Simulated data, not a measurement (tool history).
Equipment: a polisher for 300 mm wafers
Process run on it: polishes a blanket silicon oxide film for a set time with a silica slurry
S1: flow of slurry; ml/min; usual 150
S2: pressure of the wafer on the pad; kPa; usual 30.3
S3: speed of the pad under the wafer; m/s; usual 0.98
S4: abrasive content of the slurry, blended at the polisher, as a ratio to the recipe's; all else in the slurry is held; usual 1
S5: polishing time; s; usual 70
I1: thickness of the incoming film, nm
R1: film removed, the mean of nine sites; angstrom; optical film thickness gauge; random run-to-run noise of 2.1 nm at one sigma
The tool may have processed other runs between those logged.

run 1 hour=0 | S1=150 S2=30.3 S3=0.98 S4=1.1 S5=79 | I1=1085.7 | R1=2150
run 2 hour=14 | S1=150 S2=30.3 S3=0.98 S4=1 S5=83 | I1=1080.7 | R1=2210
run 3 hour=47.4 | S1=150 S2=30.3 S3=0.98 S4=1 S5=83 | I1=1066.7 | R1=2206
run 4 hour=70.6 | S1=150 S2=30.3 S3=0.98 S4=1 S5=83 | I1=1068.2 | R1=2132
run 5 hour=105.9 | S1=150 S2=30.3 S3=0.98 S4=1.15 S5=70 | I1=1077.2 | R1=1840
run 6 hour=141.7 | S1=150 S2=30.3 S3=1.1 S4=1.25 S5=70 | I1=1064.7 | R1=2002
run 7 hour=158.9 | S1=150 S2=30.3 S3=0.98 S4=1.1 S5=70 | I1=1071.6 | R1=1804
run 8 hour=193.9 | S1=150 S2=40.7 S3=0.78 S4=1 S5=70 | I1=1052.4 | R1=1975
-- hour=207 worn pad replaced by a new one
run 9 hour=209.3 | S1=150 S2=30.3 S3=0.98 S4=1 S5=70 | I1=1071.1 | R1=1866
-- hour=229.7 slurry blender recalibrated
run 10 hour=231.8 | S1=175 S2=30.3 S3=0.98 S4=0.9 S5=70 | I1=1058.4 | R1=1838
run 11 hour=258 | S1=150 S2=36.5 S3=1.14 S4=1 S5=70 | I1=1066.7 | R1=2324
run 12 hour=298.5 | S1=170 S2=37.9 S3=0.74 S4=1 S5=70 | I1=1078.8 | R1=1961
-- hour=317 head pressure recalibrated
run 13 hour=327.3 | S1=120 S2=30.3 S3=0.66 S4=1 S5=70 | I1=1076.9 | R1=1352
run 14 hour=349 | S1=150 S2=30.3 S3=0.98 S4=1 S5=70 | I1=1059.9 | R1=1683
-- hour=363.6 conditioning disc replaced and pad reconditioned
run 15 hour=374.1 | S1=125 S2=30.3 S3=0.98 S4=1 S5=70 | I1=1067.8 | R1=1569
run 16 hour=398.7 | S1=150 S2=30.3 S3=1.1 S4=1 S5=70 | I1=1074.3 | R1=1718
-- hour=429.7 worn pad replaced by a new one
run 17 hour=431 | S1=170 S2=37.9 S3=0.74 S4=1 S5=70 | I1=1069.9 | R1=1939
run 18 hour=445.5 | S1=190 S2=22.8 S3=0.98 S4=1.15 S5=90 | I1=1069.7 | R1=1927
run 19 hour=531.3 | S1=150 S2=30.3 S3=0.84 S4=0.9 S5=70 | I1=1075.7 | R1=1595
run 20 hour=546.6 | S1=190 S2=30.3 S3=0.98 S4=1 S5=70 | I1=1055.6 | R1=1814
run 21 hour=568 | S1=175 S2=24.8 S3=0.98 S4=1 S5=58 | I1=1071.8 | R1=1268
run 22 hour=596.6 | S1=150 S2=37.9 S3=0.98 S4=1 S5=78 | I1=1082 | R1=2304
-- hour=605.8 slurry blender recalibrated
run 23 hour=613.7 | S1=150 S2=37.2 S3=0.98 S4=1 S5=70 | I1=1071.5 | R1=2066
run 24 hour=627.3 | S1=120 S2=27.6 S3=1.2 S4=1 S5=93 | I1=1080.2 | R1=2190
run 25 hour=654.6 | S1=115 S2=24.1 S3=1.28 S4=1 S5=70 | I1=1058.9 | R1=1526
-- hour=659 worn pad replaced by a new one
run 26 hour=722 | S1=150 S2=30.3 S3=0.98 S4=0.85 S5=70 | I1=1053.2 | R1=1779

Predict each of these 4 candidate next runs independently; none follows another, all start after run 26:
run A hour=722.4 | S1=150 S2=30.3 S3=0.98 S4=1 S5=70 | I1=1051.6 | R1=?
run B hour=722.4 | S1=165 S2=30.3 S3=0.98 S4=1.3 S5=83 | I1=1051.6 | R1=?
run C hour=722.4 | S1=150 S2=40 S3=0.98 S4=1.3 S5=70 | I1=1051.6 | R1=?
run D hour=722.4 | S1=150 S2=35.2 S3=1.12 S4=1 S5=59 | I1=1051.6 | R1=?

run=A R1=1826
run=B R1=2355
run=C R1=2481
run=D R1=1871
The same runs, with their run-to-run variation unchanged, on a tool lacking any hidden condition would have given:
run=A R1=1754
run=B R1=2262
run=C R1=2383
run=D R1=1797
